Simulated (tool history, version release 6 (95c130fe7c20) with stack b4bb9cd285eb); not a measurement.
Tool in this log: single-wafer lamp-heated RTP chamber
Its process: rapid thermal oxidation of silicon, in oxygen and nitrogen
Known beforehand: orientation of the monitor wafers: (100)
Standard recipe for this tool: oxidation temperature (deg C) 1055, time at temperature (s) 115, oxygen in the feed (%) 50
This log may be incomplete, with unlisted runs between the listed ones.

run     day  oxidation temperature (deg C)  time at temperature (s)  oxygen in the feed (%)  read-back reference wafer on the same gauge, thickness  oxide thickness on the monitor wafer (Å)
  1       0                           1032                      147                      50                                                   9.137                                     85.54
  2   1.012                           1032                      147                      50                                                   9.142                                     86.71
  3   1.712                           1032                      147                      50                                                   9.148                                     86.28
  4   2.238                           1055                      115                      44                                                   9.139                                     87.08
  5   2.967                           1055                      115                      44                                                   9.142                                     87.07
  6   4.238                           1055                      115                      62                                                   9.141                                      98.9
  7   5.262                           1055                      115                      50                                                   9.146                                     92.53
  8   6.254                           1055                      115                      50                                                   9.139                                     91.61
  9   7.233                           1055                      115                      50                                                   9.145                                     91.72
 10   8.625                           1055                       96                      50                                                    9.14                                     84.99
      9.821  -- pyrometer window cleaned and pyrometer calibrated
 11  10.104                           1055                       96                      50                                                   9.142                                     89.51
     10.517  -- oxygen flow controller replaced
 12  10.967                           1055                      115                      50                                                   9.146                                     96.84
     11.338  -- gauge calibrated
 13  11.512                           1055                      132                      71                                                   9.146                                    116.16
 14  12.412                           1055                       69                      50                                                   9.135                                     78.06
     12.954  -- pyrometer window cleaned and pyrometer calibrated, repeated, since the last time left the tool worse
 15  13.012                           1055                      115                      50                                                   9.147                                     89.06

Run 16 comes next. What will it give?
 16  13.842                           1055                      115                      50                                                       ?                                         ?

read-back reference wafer on the same gauge, thickness: 9.134
oxide thickness on the monitor wafer (Å): 89.63
If the tool had no hidden condition, the same run with the same run-to-run variation would have returned oxide thickness on the monitor wafer (Å) 89.34.
